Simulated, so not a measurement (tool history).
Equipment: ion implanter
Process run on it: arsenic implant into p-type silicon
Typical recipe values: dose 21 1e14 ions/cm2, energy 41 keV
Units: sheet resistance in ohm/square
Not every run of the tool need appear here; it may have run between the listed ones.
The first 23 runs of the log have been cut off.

run	hour	dose	energy	wafers since the last listed run	hours since the last dose calibration	hours since the extraction supply was calibrated	hours since the gauge calibration	read-back reference wafer on the same gauge, sheet resistance	sheet resistance
24	277.7	21	41	225	94	161.9	314.9	91.7	80.22
# hour 286.4: Faraday cup replaced and dose calibrated, repeated, since the last time left the tool worse
25	291.1	21	41	143	4.7	175.3	328.3	91.66	82.38
26	300.6	26.46	41	251	14.2	184.8	337.8	91.72	75.31
27	318.3	22.28	52	469	31.9	202.5	355.5	91.7	73.77
28	328	21	41	257	41.6	212.2	365.2	91.7	82.42
29	334.8	23.13	29.5	180	48.4	219	372	91.71	87.9
# hour 347: gauge calibrated
30	351.4	17.63	34.5	440	65	235.6	4.4	91.69	93.69
31	363.2	26.75	55	312	76.8	247.4	16.2	91.72	66.92
32	377.5	21	27	379	91.1	261.7	30.5	91.67	92.93
33	391.3	21	41	365	104.9	275.5	44.3	91.67	82.03
34	398.5	16.31	52.5	190	112.1	282.7	51.5	91.72	87.08
35	408.7	26.94	53	270	122.3	292.9	61.7	91.72	67.58
36	443.9	24.98	41	933	157.5	328.1	96.9	91.72	76.5
37	452.1	26.41	36.5	217	165.7	336.3	105.1	91.6	78.33
38	458.8	21	28.5	177	172.4	343	111.8	91.68	91.54

3 ways to go on from here, each from the tool as it stands after run 38. What would each give?
A	459.2	19.17	41	10	172.8	343.4	112.2	?	?
B	459.2	22.95	28	10	172.8	343.4	112.2	?	?
C	459.2	16.82	46	10	172.8	343.4	112.2	?	?

run	read-back reference wafer on the same gauge, sheet resistance	sheet resistance
A	91.7	85.53
B	91.7	89.41
C	91.7	88.46
Without the tool's unlogged condition, the same runs would have read:
run	sheet resistance
A	86.06
B	89.78
C	89.1

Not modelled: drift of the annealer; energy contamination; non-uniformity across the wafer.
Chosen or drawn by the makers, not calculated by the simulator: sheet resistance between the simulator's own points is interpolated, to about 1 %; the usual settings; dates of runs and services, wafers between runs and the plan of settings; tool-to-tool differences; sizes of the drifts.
